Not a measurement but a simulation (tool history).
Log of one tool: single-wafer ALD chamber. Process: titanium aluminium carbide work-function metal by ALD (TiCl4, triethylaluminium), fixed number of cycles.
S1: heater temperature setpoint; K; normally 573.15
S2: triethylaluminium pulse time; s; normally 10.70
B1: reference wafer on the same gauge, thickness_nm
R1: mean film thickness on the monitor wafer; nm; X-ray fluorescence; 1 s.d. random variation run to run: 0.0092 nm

{"run": 1, "hour": 0.0, "S1": 568.15, "S2": 8.38, "B1": 1.971, "R1": 1.825}
{"run": 2, "hour": 47.1, "S1": 578.15, "S2": 10.7, "B1": 1.971, "R1": 1.961}
{"run": 3, "hour": 82.1, "S1": 580.15, "S2": 7.88, "B1": 1.97, "R1": 1.901}
{"run": 4, "hour": 200.8, "S1": 580.15, "S2": 7.88, "B1": 1.969, "R1": 1.885}
{"hour": 235.1, "done": "thermocouple changed; heater temperature recalibrated"}
{"run": 5, "hour": 262.9, "S1": 580.15, "S2": 7.88, "B1": 1.966, "R1": 1.866}
{"run": 6, "hour": 312.3, "S1": 573.15, "S2": 10.7, "B1": 1.968, "R1": 1.927}
{"run": 7, "hour": 377.7, "S1": 573.15, "S2": 10.7, "B1": 1.966, "R1": 1.912}
{"run": 8, "hour": 408.1, "S1": 573.15, "S2": 10.7, "B1": 1.975, "R1": 1.913}
{"run": 9, "hour": 463.4, "S1": 573.15, "S2": 10.7, "B1": 1.973, "R1": 1.899}
{"run": 10, "hour": 491.0, "S1": 573.15, "S2": 10.7, "B1": 1.97, "R1": 1.901}
{"run": 11, "hour": 544.0, "S1": 573.15, "S2": 10.7, "B1": 1.973, "R1": 1.908}
{"run": 12, "hour": 592.2, "S1": 573.15, "S2": 10.7, "B1": 1.969, "R1": 1.895}
{"run": 13, "hour": 618.4, "S1": 573.15, "S2": 10.7, "B1": 1.967, "R1": 1.883}
{"run": 14, "hour": 652.2, "S1": 573.15, "S2": 10.7, "B1": 1.966, "R1": 1.895}
{"run": 15, "hour": 686.4, "S1": 569.15, "S2": 7.57, "B1": 1.975, "R1": 1.675}
{"run": 16, "hour": 715.2, "S1": 573.15, "S2": 7.72, "B1": 1.972, "R1": 1.708}
{"run": 17, "hour": 766.8, "S1": 573.15, "S2": 8.52, "B1": 1.972, "R1": 1.762}
{"run": 18, "hour": 821.0, "S1": 573.15, "S2": 10.7, "B1": 1.973, "R1": 1.866}
{"run": 19, "hour": 865.6, "S1": 573.15, "S2": 10.7, "B1": 1.97, "R1": 1.852}
{"run": 20, "hour": 928.3, "S1": 573.15, "S2": 10.7, "B1": 1.967, "R1": 1.817}
{"run": 21, "hour": 983.4, "S1": 573.15, "S2": 7.27, "B1": 1.971, "R1": 1.572}
{"hour": 991.5, "done": "gauge calibrated"}
{"run": 22, "hour": 1041.7, "S1": 568.15, "S2": 8.38, "B1": 1.972, "R1": 1.6}
{"run": 23, "hour": 1068.5, "S1": 582.15, "S2": 13.01, "B1": 1.971, "R1": 1.947}
{"hour": 1089.7, "done": "triethylaluminium bottle replaced"}
{"run": 24, "hour": 1133.3, "S1": 581.15, "S2": 12.79, "B1": 1.974, "R1": 2.036}
{"run": 25, "hour": 1164.4, "S1": 569.15, "S2": 9.28, "B1": 1.968, "R1": 1.872}
{"hour": 1220.0, "done": "thermocouple changed; heater temperature recalibrated"}
{"hour": 1225.0, "done": "showerhead replaced"}
{"run": 26, "hour": 1225.5, "S1": 580.15, "S2": 12.07, "B1": 1.97, "R1": 2.034}
{"run": 27, "hour": 1252.9, "S1": 583.15, "S2": 10.7, "B1": 1.969, "R1": 2.031}
{"run": 28, "hour": 1281.2, "S1": 573.15, "S2": 10.7, "B1": 1.966, "R1": 1.919}
{"run": 29, "hour": 1489.7, "S1": 564.15, "S2": 8.11, "B1": 1.966, "R1": 1.754}

For run 30, what comes out?
{"run": 30, "hour": 1705.2, "S1": 573.15, "S2": 10.7, "B1": "?", "R1": "?"}

Run 30 came out at B1 1.968, R1 1.930 nm.
Without the tool's hidden state the same run would have given R1 1.950 nm.
